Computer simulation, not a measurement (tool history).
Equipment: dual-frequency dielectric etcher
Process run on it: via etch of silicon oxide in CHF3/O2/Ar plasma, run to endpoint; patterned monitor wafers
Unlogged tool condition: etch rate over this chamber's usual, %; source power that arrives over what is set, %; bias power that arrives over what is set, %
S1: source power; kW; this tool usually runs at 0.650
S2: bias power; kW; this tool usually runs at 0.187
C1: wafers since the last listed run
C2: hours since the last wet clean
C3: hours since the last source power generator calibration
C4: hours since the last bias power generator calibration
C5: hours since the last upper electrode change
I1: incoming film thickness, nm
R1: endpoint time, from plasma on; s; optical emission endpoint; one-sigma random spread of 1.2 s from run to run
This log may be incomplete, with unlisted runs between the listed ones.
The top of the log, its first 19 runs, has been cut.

run	hour	S1	S2	C1	C2	C3	C4	C5	I1	R1
20	262.0	0.790	0.187	1	0.9	7.1	3596.6	18.6	680.5	302.3
21	262.4	0.500	0.206	1	1.3	7.5	3597.0	19.0	678.7	349.1
22	262.8	0.650	0.162	1	1.7	7.9	3597.4	19.4	678.5	342.7
23	263.2	0.650	0.166	1	2.1	8.3	3597.8	19.8	685.3	343.5
24	266.9	0.650	0.233	16	5.8	12.0	3601.5	23.5	675.3	301.1
# hour 273.4: bias power generator calibrated
25	280.1	0.560	0.148	40	19.0	25.2	6.7	36.7	679.9	373.5
26	293.5	0.520	0.187	59	32.4	38.6	20.1	50.1	677.6	356.9
27	300.7	0.650	0.187	32	39.6	45.8	27.3	57.3	681.0	329.2
28	306.9	0.710	0.187	27	45.8	52.0	33.5	63.5	682.3	314.7
29	315.9	0.490	0.165	40	54.8	61.0	42.5	72.5	681.7	383.4
30	325.9	0.650	0.211	44	64.8	71.0	52.5	82.5	676.0	309.9
31	336.4	0.790	0.199	46	75.3	81.5	63.0	93.0	674.6	291.1
32	381.2	0.560	0.153	199	120.1	126.3	107.8	137.8	685.0	371.2
33	394.8	0.650	0.187	60	133.7	139.9	121.4	151.4	678.8	324.3
34	412.7	0.650	0.187	79	151.6	157.8	139.3	169.3	685.1	324.7
35	445.0	0.650	0.203	143	183.9	190.1	171.6	201.6	680.6	313.0
36	458.3	0.720	0.219	59	197.2	203.4	184.9	214.9	676.8	291.3

Branching from run 36: 3 alternative next runs. What would each branch give?
A	458.8	0.650	0.187	2	197.7	203.9	185.4	215.4	675.3	?
B	458.8	0.790	0.218	2	197.7	203.9	185.4	215.4	675.3	?
C	458.8	0.560	0.199	2	197.7	203.9	185.4	215.4	675.3	?

run	R1
A	320.0
B	281.2
C	332.3
Without the tool's hidden state the same runs would have given:
run	R1
A	326.5
B	286.9
C	339.1
